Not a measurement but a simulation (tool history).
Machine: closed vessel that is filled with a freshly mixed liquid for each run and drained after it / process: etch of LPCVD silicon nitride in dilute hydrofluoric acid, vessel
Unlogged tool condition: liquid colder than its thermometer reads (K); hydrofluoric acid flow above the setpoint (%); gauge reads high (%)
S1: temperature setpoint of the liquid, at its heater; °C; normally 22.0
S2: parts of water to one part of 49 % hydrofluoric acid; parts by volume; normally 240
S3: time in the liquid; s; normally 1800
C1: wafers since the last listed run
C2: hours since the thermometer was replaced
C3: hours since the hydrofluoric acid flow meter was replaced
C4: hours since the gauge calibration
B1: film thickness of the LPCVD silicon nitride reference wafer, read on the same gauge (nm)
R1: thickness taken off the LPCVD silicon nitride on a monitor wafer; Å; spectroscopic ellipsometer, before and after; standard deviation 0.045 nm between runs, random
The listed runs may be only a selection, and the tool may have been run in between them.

run,hour,S1,S2,S3,C1,C2,C3,C4,B1,R1
1,0.0,22.0,310,1155,0,737.0,259.6,393.9,80.005,18.36
2,7.8,22.0,290,1800,210,744.8,267.4,401.7,80.000,30.00
3,26.7,22.0,290,1800,509,763.7,286.3,420.6,79.989,30.04
4,69.2,22.0,270,1800,1144,806.2,328.8,463.1,80.001,31.66
5,84.0,22.0,240,1800,398,821.0,343.6,477.9,80.001,35.63
6,96.4,22.0,240,1800,333,833.4,356.0,490.3,80.015,35.24
7,107.4,22.0,240,2390,296,844.4,367.0,501.3,79.997,47.49
8,117.3,22.0,240,2390,266,854.3,376.9,511.2,80.003,46.53
9,129.2,22.0,330,1800,320,866.2,388.8,523.1,79.987,26.09
10,154.0,22.0,330,1800,667,891.0,413.6,547.9,79.977,26.49
# hour 157.3: hydrofluoric acid flow meter replaced
# hour 162.8: gauge calibrated
# hour 166.5: thermometer replaced
11,167.0,22.0,240,1220,296,0.5,9.7,4.2,80.015,27.14
12,182.7,22.0,240,1220,422,16.2,25.4,19.9,80.005,27.46
13,199.2,26.0,240,1800,444,32.7,41.9,36.4,79.978,52.05
14,214.9,22.0,240,1800,422,48.4,57.6,52.1,79.998,40.19
15,230.6,22.0,240,1800,422,64.1,73.3,67.8,80.010,39.67
16,247.3,19.0,280,1800,449,80.8,90.0,84.5,79.985,27.84
17,257.0,22.0,240,1800,261,90.5,99.7,94.2,80.001,39.94
18,280.6,26.0,340,2730,635,114.1,123.3,117.8,79.996,54.37
19,294.1,22.0,205,1800,363,127.6,136.8,131.3,79.995,46.49
20,307.9,24.5,150,2820,371,141.4,150.6,145.1,79.992,116.29
21,319.5,22.0,240,1800,312,153.0,162.2,156.7,79.992,39.19
22,326.0,19.0,240,1425,175,159.5,168.7,163.2,80.002,25.79
23,343.5,18.0,345,1800,471,177.0,186.2,180.7,79.994,21.07
24,350.2,22.0,165,955,180,183.7,192.9,187.4,79.998,30.55
25,367.8,22.0,295,2335,474,201.3,210.5,205.0,79.997,41.24
26,384.0,22.0,240,1800,436,217.5,226.7,221.2,79.987,39.02
27,401.3,20.0,340,2070,465,234.8,244.0,238.5,80.009,28.63
28,429.3,22.0,350,1800,754,262.8,272.0,266.5,80.003,26.90
29,444.9,26.5,355,2670,420,278.4,287.6,282.1,80.013,51.28
30,451.4,26.0,305,2465,175,284.9,294.1,288.6,79.999,52.32
31,462.3,22.0,240,1800,293,295.8,305.0,299.5,80.009,38.19
32,492.4,18.5,210,1325,810,325.9,335.1,329.6,79.999,25.14

What if the next run were any one of these 4? Each begins from the tool's condition after run 32:
A,493.5,24.5,240,1800,29,327.0,336.2,330.7,?,?
B,493.5,26.0,175,2680,29,327.0,336.2,330.7,?,?
C,493.5,26.0,240,2580,29,327.0,336.2,330.7,?,?
D,493.5,26.5,240,2800,29,327.0,336.2,330.7,?,?

run,B1,R1
A,79.995,43.83
B,79.995,98.11
C,79.995,68.96
D,79.995,77.18
With the hidden condition removed and each run's random variation left untouched, the same runs would have given:
run,R1
A,46.30
B,103.70
C,72.79
D,81.44
